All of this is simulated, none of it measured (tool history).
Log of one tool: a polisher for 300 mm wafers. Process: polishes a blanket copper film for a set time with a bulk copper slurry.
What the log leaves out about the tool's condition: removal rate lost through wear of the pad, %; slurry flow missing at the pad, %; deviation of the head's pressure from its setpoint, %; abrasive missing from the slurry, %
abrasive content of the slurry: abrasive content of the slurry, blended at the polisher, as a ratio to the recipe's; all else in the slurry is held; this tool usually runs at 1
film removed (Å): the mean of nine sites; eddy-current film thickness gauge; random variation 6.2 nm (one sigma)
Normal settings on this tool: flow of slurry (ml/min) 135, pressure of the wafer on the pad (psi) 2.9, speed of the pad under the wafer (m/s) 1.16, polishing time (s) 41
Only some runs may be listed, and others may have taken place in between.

run	hour	flow of slurry (ml/min)	pressure of the wafer on the pad (psi)	speed of the pad under the wafer (m/s)	abrasive content of the slurry	polishing time (s)	wafers since the last listed run	wafers polished on this pad	hours since the slurry nozzle was cleaned	hours since the head pressure was calibrated	hours since the slurry blender was calibrated	incoming thickness of the incoming film, nm	film removed (Å)
1	0	135	2.9	1.16	1.25	41	0	3519	627.2	851.6	347.2	3933.8	5087
# hour 1.8: worn pad replaced by a new one
# hour 2.9: slurry nozzle cleaned
# hour 36.7: slurry blender recalibrated
2	64.2	135	2.9	1.16	1.25	41	507	507	61.3	915.8	27.5	4025.3	5444
3	131.5	135	2.3	1.16	1	41	575	1083	128.6	983.1	94.8	4081	4033
4	212.3	135	2.3	1.16	1	41	690	1773	209.4	1063.9	175.6	3964.6	4049
5	278.5	135	2.3	1.16	1	41	565	2339	275.6	1130.1	241.8	4063.7	4086
6	328.9	135	2.9	1.16	1	33	430	2770	326	1180.5	292.2	3976.2	4132
# hour 375.8: head pressure recalibrated
# hour 389.3: slurry blender recalibrated
7	410.1	135	3.6	1.16	1	41	659	3430	407.2	34.3	20.8	4059.6	6258
# hour 451.3: worn pad replaced by a new one
8	483.1	135	3.6	1.16	1	41	589	271	480.2	107.3	93.8	4057.5	6144
9	531.5	150	2.9	1.16	1	41	413	685	528.6	155.7	142.2	3963.8	5005
10	575.7	150	2.9	1.16	1	41	377	1063	572.8	199.9	186.4	4038.7	5034
11	664.2	135	2.9	1.16	1	41	756	1819	661.3	288.4	274.9	4001	4982
# hour 713.4: slurry nozzle cleaned
12	745.2	135	2.9	1.16	1	41	683	2503	31.8	369.4	355.9	4005.9	5166
13	791.9	135	2.9	1.16	1	41	399	2903	78.5	416.1	402.6	3974.5	5188
# hour 796.1: slurry blender recalibrated
# hour 833.8: worn pad replaced by a new one
14	894.6	135	2.9	1.16	1	41	826	519	181.2	518.8	98.5	4006.5	5116
15	951.8	125	3.2	1.16	1	29	488	1008	238.4	576	155.7	4007.6	3882
16	989.3	95	2.9	1.16	1	41	320	1329	275.9	613.5	193.2	4026.6	4860
17	1055.7	135	3.6	1.16	1.1	41	567	1897	342.3	679.9	259.6	3979.6	6451
18	1116.5	150	2.9	1.16	1	33	519	2416	403.1	740.7	320.4	3923	4160
19	1198.7	135	2.9	1.16	1	41	702	3119	485.3	822.9	402.6	3976.6	4985
# hour 1242.9: slurry blender recalibrated
# hour 1267.4: worn pad replaced by a new one, of another model than before
20	1297.5	135	2.9	1.16	1	41	793	257	584.1	921.7	54.6	3973.3	4817
21	1388.6	150	2.9	1.16	1	41	778	1035	675.2	1012.8	145.7	3991.1	4891
# hour 1425.9: slurry nozzle cleaned
22	1493.9	135	3.3	1.16	1.15	45	891	1927	68	1118.1	251	3955.9	6281
# hour 1570.7: head pressure recalibrated
23	1614.9	125	2.9	1.16	0.8	41	1017	2944	189	44.2	372	3965.8	4738
# hour 1629.7: worn pad replaced by a new one
# hour 1657.5: slurry blender recalibrated
24	1698.6	180	2.9	1.04	1	41	664	572	272.7	127.9	41.1	4044.2	5102
25	1805.6	125	2.9	1.16	0.8	41	914	1486	379.7	234.9	148.1	3964.3	4647
26	1843.4	135	1.9	0.82	1	41	323	1810	417.5	272.7	185.9	4013.7	3526
27	1939.3	135	2.9	1.4	0.85	41	819	2629	513.4	368.6	281.8	3984.1	4829
# hour 2002.2: slurry nozzle cleaned
28	2017.4	135	2.9	1.16	1	41	659	3288	15.2	446.7	359.9	3949.8	5113

5 options for the next run, each taken on its own from the tool as it stands now. Forecast them:
A	2017.8	135	2.9	1.16	1	41	3	3292	15.6	447.1	360.3	4006.1	?
B	2017.8	165	2.2	1.54	1	41	3	3292	15.6	447.1	360.3	4006.1	?
C	2017.8	135	2.9	1.34	1	41	3	3292	15.6	447.1	360.3	4006.1	?
D	2017.8	135	2.9	0.76	1	50	3	3292	15.6	447.1	360.3	4006.1	?
E	2017.8	155	2.3	1.28	1	41	3	3292	15.6	447.1	360.3	4006.1	?

run	film removed (Å)
A	5108
B	5162
C	5405
D	5425
E	4831
Stripped of hidden state, with their random variation kept, the same runs would have yielded:
run	film removed (Å)
A	5160
B	5207
C	5460
D	5481
E	4876

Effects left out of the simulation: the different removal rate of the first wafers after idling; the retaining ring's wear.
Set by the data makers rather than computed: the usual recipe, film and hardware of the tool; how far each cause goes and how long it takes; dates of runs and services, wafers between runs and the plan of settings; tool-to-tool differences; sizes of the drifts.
